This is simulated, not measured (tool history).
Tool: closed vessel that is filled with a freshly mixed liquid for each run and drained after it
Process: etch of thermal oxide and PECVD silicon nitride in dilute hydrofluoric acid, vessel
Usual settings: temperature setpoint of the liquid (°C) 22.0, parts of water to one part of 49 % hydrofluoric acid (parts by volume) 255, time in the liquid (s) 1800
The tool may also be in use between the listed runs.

run    hour  temperature setpoint of the liquid (°C)  parts of water to one part of 49 % hydrofluoric acid (parts by volume)  time in the liquid (s)  read-back film thickness of the thermal oxide reference wafer, read on the same gauge (nm)  read-back film thickness of the PECVD silicon nitride reference wafer, read on the same gauge (nm)  thickness taken off the thermal oxide on a monitor wafer (Å)  thickness taken off the PECVD silicon nitride on a monitor wafer (Å)
  1     0.0                                     26.0                                                                     255                    1800                                                                                       69.98                                                                                               89.98                                                         283.7                                                                 423.9
  2    26.8                                     24.0                                                                     255                    1800                                                                                       70.00                                                                                               90.00                                                         267.9                                                                 371.5
  3    89.4                                     24.0                                                                     255                    1800                                                                                       70.01                                                                                               89.98                                                         270.3                                                                 377.6
  4   150.6                                     22.0                                                                     255                    1800                                                                                       69.99                                                                                               90.03                                                         246.8                                                                 333.3
  5   202.2                                     22.0                                                                     255                    1800                                                                                       70.01                                                                                               89.98                                                         251.7                                                                 332.4
  6   248.7                                     22.0                                                                     255                    1800                                                                                       70.03                                                                                               90.02                                                         250.6                                                                 334.7
  7   307.7                                     23.5                                                                     255                    1800                                                                                       69.99                                                                                               90.00                                                         264.5                                                                 363.7
  8   375.6                                     22.0                                                                     255                    1800                                                                                       70.01                                                                                               90.03                                                         244.6                                                                 330.7
  9   428.7                                     22.0                                                                     255                    1800                                                                                       70.03                                                                                               90.00                                                         247.9                                                                 333.4
 10   484.2                                     27.0                                                                     180                    2485                                                                                       69.99                                                                                               89.99                                                         639.0                                                                 885.4
 11   542.7                                     24.5                                                                     255                    2675                                                                                       70.00                                                                                               89.99                                                         409.1                                                                 582.0
 12   593.4                                     25.0                                                                     310                    1205                                                                                       70.00                                                                                               90.00                                                         144.9                                                                 221.5
 13   634.4                                     22.0                                                                     310                    2180                                                                                       69.98                                                                                               90.00                                                         238.8                                                                 336.1
 14   686.2                                     22.0                                                                     255                    1800                                                                                       70.02                                                                                               90.01                                                         245.7                                                                 333.3
 15   716.6                                     25.5                                                                     135                    2635                                                                                       69.99                                                                                               90.01                                                         890.8                                                                1132.8
 16   762.0                                     17.0                                                                     150                    2500                                                                                       70.00                                                                                               90.00                                                         529.8                                                                 556.3
 17   830.9                                     22.0                                                                     255                    1800                                                                                       69.97                                                                                               90.02                                                         247.9                                                                 332.9
 18   860.9                                     20.0                                                                     335                    1800                                                                                       70.04                                                                                               90.03                                                         165.8                                                                 226.4
 19   904.1                                     22.0                                                                     170                    1800                                                                                       69.99                                                                                               89.99                                                         402.9                                                                 496.0
 20   941.1                                     24.5                                                                     155                    1455                                                                                       70.04                                                                                               89.99                                                         403.3                                                                 514.6
 21  1013.0                                     22.0                                                                     145                    2665                                                                                       69.99                                                                                               90.01                                                         726.7                                                                 861.6
 22  1055.7                                     25.0                                                                     195                    2275                                                                                       70.01                                                                                               90.01                                                         498.5                                                                 668.0
 23  1082.9                                     19.0                                                                     140                    2825                                                                                       69.97                                                                                               90.01                                                         715.0                                                                 759.1
 24  1145.3                                     22.0                                                                     365                    1800                                                                                       69.97                                                                                               89.97                                                         159.1                                                                 233.7
 25  1202.5                                     20.5                                                                     130                    2410                                                                                       70.02                                                                                               89.99                                                         710.8                                                                 786.5
 26  1241.0                                     22.0                                                                     255                    1800                                                                                       70.01                                                                                               90.01                                                         249.9                                                                 333.0

Taken out of this log: 3 entries between the listed runs. Where each belongs, and how the hidden state differs across it:
Between runs 3 and 4: thermometer replaced (hour 129.6)
  no hidden state differs between the two runs
Between runs 9 and 10: hydrofluoric acid flow meter replaced (hour 437.9)
  no hidden state differs between the two runs
Between runs 19 and 20: thermometer replaced (hour 934.9)
  no hidden state differs between the two runs

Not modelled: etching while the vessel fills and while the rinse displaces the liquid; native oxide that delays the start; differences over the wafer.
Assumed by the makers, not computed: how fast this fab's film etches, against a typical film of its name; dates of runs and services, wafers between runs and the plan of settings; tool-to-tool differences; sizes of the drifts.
